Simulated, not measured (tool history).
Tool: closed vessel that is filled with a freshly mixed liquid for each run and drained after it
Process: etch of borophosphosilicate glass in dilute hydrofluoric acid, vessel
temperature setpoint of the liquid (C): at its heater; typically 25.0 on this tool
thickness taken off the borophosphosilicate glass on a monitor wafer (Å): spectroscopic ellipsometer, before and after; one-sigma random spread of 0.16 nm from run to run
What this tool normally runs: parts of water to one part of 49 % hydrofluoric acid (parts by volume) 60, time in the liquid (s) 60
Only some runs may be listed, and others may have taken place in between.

run	hour	temperature setpoint of the liquid (C)	parts of water to one part of 49 % hydrofluoric acid (parts by volume)	time in the liquid (s)	read-back film thickness of the borophosphosilicate glass reference wafer, read on the same gauge (nm)	thickness taken off the borophosphosilicate glass on a monitor wafer (Å)
1	0.0	25.0	60	60	119.99	361.2
# hour 3.9: gauge calibrated
2	15.9	25.0	60	60	120.00	361.2
3	46.6	25.0	60	60	120.02	361.3
4	76.0	25.0	60	60	120.05	359.6
5	101.0	25.0	60	60	120.03	359.9
6	115.5	21.5	60	60	119.98	310.6
7	140.0	21.5	60	60	119.99	309.4
8	173.6	25.0	75	60	119.98	283.1
# hour 187.5: hydrofluoric acid flow meter replaced
# hour 194.4: thermometer replaced
9	209.0	25.0	60	60	120.01	386.3
10	240.9	25.0	60	35	120.01	226.9
11	264.4	25.0	75	60	120.02	301.6
12	297.3	25.0	85	60	119.99	264.2
13	320.3	25.0	60	60	120.01	387.2
# hour 337.3: gauge calibrated
14	338.1	25.0	45	70	120.00	616.1
15	353.6	28.5	45	80	119.99	808.6
16	366.0	20.5	40	30	119.99	245.7
17	396.1	26.5	60	60	119.99	411.9
18	461.2	23.5	60	60	119.98	363.1
19	494.5	25.0	60	60	119.98	385.8
20	514.5	25.0	40	85	119.97	839.7
21	534.5	22.0	80	60	120.02	247.2

Branching from run 21: 4 alternative next runs. What would each branch give?
A	535.2	25.0	60	50	?	?
B	535.2	26.5	80	30	?	?
C	535.2	25.0	70	45	?	?
D	535.2	25.0	70	60	?	?

run	read-back film thickness of the borophosphosilicate glass reference wafer, read on the same gauge (nm)	thickness taken off the borophosphosilicate glass on a monitor wafer (Å)
A	120.00	317.4
B	120.00	147.7
C	120.00	241.6
D	120.00	322.2
With the hidden condition removed and each run's random variation left untouched, the same runs would have given:
run	thickness taken off the borophosphosilicate glass on a monitor wafer (Å)
A	322.3
B	149.9
C	245.3
D	327.1

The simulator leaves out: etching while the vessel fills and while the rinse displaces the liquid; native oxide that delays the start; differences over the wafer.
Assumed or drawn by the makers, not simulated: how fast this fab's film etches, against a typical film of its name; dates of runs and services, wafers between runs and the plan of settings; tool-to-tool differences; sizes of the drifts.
